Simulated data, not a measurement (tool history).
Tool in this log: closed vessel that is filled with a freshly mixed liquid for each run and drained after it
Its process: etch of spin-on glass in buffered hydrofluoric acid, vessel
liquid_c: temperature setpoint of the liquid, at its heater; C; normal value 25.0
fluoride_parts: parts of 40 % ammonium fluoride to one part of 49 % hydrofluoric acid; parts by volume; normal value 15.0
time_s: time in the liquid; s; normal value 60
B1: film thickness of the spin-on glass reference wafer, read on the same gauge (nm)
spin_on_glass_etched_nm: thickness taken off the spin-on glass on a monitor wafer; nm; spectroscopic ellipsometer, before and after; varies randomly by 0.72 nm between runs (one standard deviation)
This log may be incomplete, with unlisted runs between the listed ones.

Run 1, hour 0.0: usual settings; B1 49.97. Result: spin_on_glass_etched_nm 103.36 nm.
Run 2, hour 40.3: usual settings; B1 49.97. Result: spin_on_glass_etched_nm 103.79 nm.
Run 3, hour 67.7: usual settings; B1 49.98. Result: spin_on_glass_etched_nm 104.41 nm.
Run 4, hour 270.7: usual settings; B1 49.98. Result: spin_on_glass_etched_nm 103.69 nm.
Run 5, hour 296.1: usual settings; B1 50.01. Result: spin_on_glass_etched_nm 105.16 nm.
Run 6, hour 355.9: usual settings; B1 50.02. Result: spin_on_glass_etched_nm 102.49 nm.
Run 7, hour 423.8: usual settings; B1 49.97. Result: spin_on_glass_etched_nm 103.21 nm.
Run 8, hour 474.7: usual settings but time_s 75 s; B1 50.06. Result: spin_on_glass_etched_nm 128.86 nm.
Run 9, hour 527.2: usual settings but time_s 75 s; B1 50.00. Result: spin_on_glass_etched_nm 130.05 nm.
Run 10, hour 554.9: usual settings but time_s 75 s; B1 49.99. Result: spin_on_glass_etched_nm 129.67 nm.
Run 11, hour 609.0: usual settings; B1 49.95. Result: spin_on_glass_etched_nm 104.29 nm.
Run 12, hour 668.8: usual settings; B1 50.03. Result: spin_on_glass_etched_nm 104.82 nm.
At hour 697.5: hydrofluoric acid flow meter replaced.
Run 13, hour 712.9: usual settings; B1 49.98. Result: spin_on_glass_etched_nm 102.80 nm.
At hour 752.8: gauge calibrated.
Run 14, hour 764.6: usual settings but liquid_c 29.0 C, time_s 30 s; B1 50.03. Result: spin_on_glass_etched_nm 63.85 nm.
Run 15, hour 814.8: usual settings but liquid_c 28.5 C, fluoride_parts 18.5 parts by volume, time_s 40 s; B1 49.99. Result: spin_on_glass_etched_nm 67.88 nm.
Run 16, hour 840.5: usual settings but liquid_c 21.0 C; B1 49.99. Result: spin_on_glass_etched_nm 83.04 nm.
Run 17, hour 882.3: usual settings; B1 50.01. Result: spin_on_glass_etched_nm 103.80 nm.
Run 18, hour 951.1: usual settings; B1 50.02. Result: spin_on_glass_etched_nm 103.41 nm.
Run 19, hour 977.0: usual settings; B1 50.00. Result: spin_on_glass_etched_nm 103.38 nm.
Run 20, hour 1002.8: usual settings; B1 49.99. Result: spin_on_glass_etched_nm 103.54 nm.
Run 21, hour 1033.8: usual settings but liquid_c 28.5 C, fluoride_parts 18.5 parts by volume, time_s 45 s; B1 49.98. Result: spin_on_glass_etched_nm 77.43 nm.
Run 22, hour 1065.2: usual settings; B1 49.96. Result: spin_on_glass_etched_nm 103.23 nm.
Run 23, hour 1111.5: usual settings; B1 49.97. Result: spin_on_glass_etched_nm 105.24 nm.
Run 24, hour 1140.9: usual settings but liquid_c 20.5 C, fluoride_parts 17.5 parts by volume, time_s 45 s; B1 50.03. Result: spin_on_glass_etched_nm 52.25 nm.
At hour 1173.6: thermometer replaced.
Run 25, hour 1179.1: usual settings but fluoride_parts 19.0 parts by volume, time_s 90 s; B1 49.95. Result: spin_on_glass_etched_nm 121.98 nm.
Run 26, hour 1249.8: usual settings; B1 49.99. Result: spin_on_glass_etched_nm 104.17 nm.
Run 27, hour 1276.1: usual settings but fluoride_parts 17.0 parts by volume; B1 50.01. Result: spin_on_glass_etched_nm 92.31 nm.
Run 28, hour 1401.3: usual settings but liquid_c 26.5 C; B1 50.02. Result: spin_on_glass_etched_nm 113.91 nm.
Run 29, hour 1465.5: usual settings; B1 49.96. Result: spin_on_glass_etched_nm 103.15 nm.
Run 30, hour 1516.4: usual settings but liquid_c 23.5 C; B1 49.97. Result: spin_on_glass_etched_nm 95.48 nm.
Run 31, hour 1651.4: usual settings but liquid_c 28.0 C, fluoride_parts 11.0 parts by volume, time_s 70 s; B1 50.00. Result: spin_on_glass_etched_nm 191.17 nm.
Run 32, hour 1686.6: usual settings but liquid_c 27.0 C, time_s 80 s; B1 49.98. Result: spin_on_glass_etched_nm 151.88 nm.
Run 33, hour 1748.1: usual settings but liquid_c 23.5 C, fluoride_parts 16.5 parts by volume, time_s 75 s; B1 50.05. Result: spin_on_glass_etched_nm 108.72 nm.
Run 34, hour 1780.8: usual settings but fluoride_parts 9.0 parts by volume; B1 50.02. Result: spin_on_glass_etched_nm 164.86 nm.

Below are 3 alternative next runs, each starting from the tool's condition after run 34. Predict each:
Run A, hour 1781.5: usual settings; B1 ?. Result: spin_on_glass_etched_nm ?.
Run B, hour 1781.5: usual settings but time_s 85 s; B1 ?. Result: spin_on_glass_etched_nm ?.
Run C, hour 1781.5: usual settings but time_s 35 s; B1 ?. Result: spin_on_glass_etched_nm ?.

run     B1  spin_on_glass_etched_nm
  A  49.95                   103.46
  B  49.95                   146.57
  C  49.95                    60.35
Stripped of hidden state, with their random variation kept, the same runs would have yielded:
run  spin_on_glass_etched_nm
  A                   103.46
  B                   146.57
  C                    60.35

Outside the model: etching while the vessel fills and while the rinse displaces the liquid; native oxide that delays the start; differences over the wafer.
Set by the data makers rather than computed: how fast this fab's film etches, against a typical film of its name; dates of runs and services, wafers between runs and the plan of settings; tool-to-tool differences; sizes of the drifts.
